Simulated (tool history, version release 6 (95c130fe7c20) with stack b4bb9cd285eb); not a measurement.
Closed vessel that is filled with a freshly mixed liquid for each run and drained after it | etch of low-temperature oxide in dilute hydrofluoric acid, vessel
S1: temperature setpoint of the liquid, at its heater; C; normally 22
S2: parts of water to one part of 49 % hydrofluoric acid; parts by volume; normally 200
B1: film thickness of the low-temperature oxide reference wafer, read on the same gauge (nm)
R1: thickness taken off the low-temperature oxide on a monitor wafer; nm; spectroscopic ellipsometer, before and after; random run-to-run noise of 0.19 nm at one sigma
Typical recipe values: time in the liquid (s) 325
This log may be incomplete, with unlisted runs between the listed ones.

Run 1, hour 0: usual settings; B1 50.01. Result: R1 34.54 nm.
Run 2, hour 52.3: usual settings; B1 49.99. Result: R1 34.67 nm.
Run 3, hour 113.5: usual settings but S2 155 parts by volume; B1 50.01. Result: R1 46.72 nm.
Run 4, hour 210: usual settings; B1 49.98. Result: R1 34.33 nm.
Run 5, hour 272.5: usual settings but time in the liquid (s) 260; B1 49.98. Result: R1 27.04 nm.
Run 6, hour 369: usual settings; B1 50.04. Result: R1 33.6 nm.
Run 7, hour 406.8: usual settings; B1 50.02. Result: R1 33.83 nm.
Run 8, hour 450.9: usual settings; B1 50.02. Result: R1 33.84 nm.
Run 9, hour 532.4: usual settings but S1 17.5 C, S2 295 parts by volume, time in the liquid (s) 265; B1 49.97. Result: R1 14.45 nm.
Run 10, hour 614.9: usual settings; B1 50.01. Result: R1 33.59 nm.
At hour 655.7: thermometer replaced.
At hour 658.3: hydrofluoric acid flow meter replaced.
Run 11, hour 663.9: usual settings; B1 49.99. Result: R1 34.98 nm.
Run 12, hour 733.2: usual settings but time in the liquid (s) 205; B1 50.01. Result: R1 22.04 nm.
Run 13, hour 1004.4: usual settings but time in the liquid (s) 400; B1 49.98. Result: R1 42.17 nm.
Run 14, hour 1089.8: usual settings but time in the liquid (s) 205; B1 50.02. Result: R1 21.46 nm.
Run 15, hour 1180: usual settings but S1 23.5 C, S2 130 parts by volume; B1 49.97. Result: R1 60.29 nm.
At hour 1270.1: gauge calibrated.
Run 16, hour 1285.8: usual settings but S1 19 C; B1 49.98. Result: R1 30.2 nm.
Run 17, hour 1385.9: usual settings but S1 17.5 C, time in the liquid (s) 520; B1 49.98. Result: R1 45.21 nm.
Run 18, hour 1458.9: usual settings but S1 20.5 C, time in the liquid (s) 420; B1 50.03. Result: R1 40.9 nm.
At hour 1470.4: hydrofluoric acid flow meter replaced.
Run 19, hour 1719.6: usual settings but S1 26.5 C, S2 170 parts by volume, time in the liquid (s) 205; B1 49.99. Result: R1 30.23 nm.
At hour 1754.9: thermometer replaced.
Run 20, hour 1869.1: usual settings but S2 120 parts by volume; B1 49.96. Result: R1 63.18 nm.
Run 21, hour 1940.5: usual settings but S1 20.5 C; B1 50. Result: R1 32.61 nm.
Run 22, hour 2230.4: usual settings but S1 26.5 C, S2 225 parts by volume, time in the liquid (s) 140; B1 50.05. Result: R1 15.18 nm.
Run 23, hour 2334.2: usual settings; B1 50.01. Result: R1 33.68 nm.
Run 24, hour 2387: usual settings but S1 24.5 C, time in the liquid (s) 380; B1 49.98. Result: R1 43.29 nm.
Run 25, hour 2468.5: usual settings but S2 125 parts by volume, time in the liquid (s) 265; B1 50. Result: R1 47.27 nm.
At hour 2485.6: hydrofluoric acid flow meter replaced.
Run 26, hour 2542.4: usual settings; B1 50.02. Result: R1 33.77 nm.
Run 27, hour 2603.3: usual settings but S2 265 parts by volume; B1 50.01. Result: R1 23.92 nm.
At hour 2644.6: thermometer replaced.
Run 28, hour 2646.3: usual settings but S1 25 C, time in the liquid (s) 220; B1 50.04. Result: R1 26.33 nm.
Run 29, hour 2734.9: usual settings but time in the liquid (s) 420; B1 50. Result: R1 44.76 nm.
Run 30, hour 2834.3: usual settings; B1 50.01. Result: R1 34.3 nm.
Run 31, hour 2939.7: usual settings but S1 18.5 C; B1 49.98. Result: R1 29.89 nm.
Run 32, hour 2976.9: usual settings but S2 160 parts by volume, time in the liquid (s) 135; B1 50.02. Result: R1 18.57 nm.
Run 33, hour 3061.8: usual settings but S1 18 C, S2 150 parts by volume; B1 49.97. Result: R1 40.73 nm.

Selected run-to-run steps in R1, each split into two signed amounts: the part the tool would show with no hidden state at all (from settings, incoming material and random variation), and the remainder, which goes to the hidden state together with any gauge scatter not common to the measured and the hidden-state-free results:
Hidden state at play: liquid colder than its thermometer reads (K); hydrofluoric acid flow below the setpoint (%); gauge reads high (%).
Run 10 -> 11: thermometer replaced, hydrofluoric acid flow meter replaced. R1 +1.39 nm: hidden state +1.34, all else +0.05.
Run 14 -> 15: S1 22 -> 23.5, S2 200 -> 130, time in the liquid (s) 205 -> 325. R1 +38.83 nm: hidden state -1.11, all else +39.94.
Run 19 -> 20: S1 26.5 -> 22, S2 170 -> 120, time in the liquid (s) 205 -> 325, thermometer replaced. R1 +32.95 nm: hidden state +1.07, all else +31.88.
Run 20 -> 21: S1 22 -> 20.5, S2 120 -> 200. R1 -30.57 nm: hidden state +0.09, all else -30.66.

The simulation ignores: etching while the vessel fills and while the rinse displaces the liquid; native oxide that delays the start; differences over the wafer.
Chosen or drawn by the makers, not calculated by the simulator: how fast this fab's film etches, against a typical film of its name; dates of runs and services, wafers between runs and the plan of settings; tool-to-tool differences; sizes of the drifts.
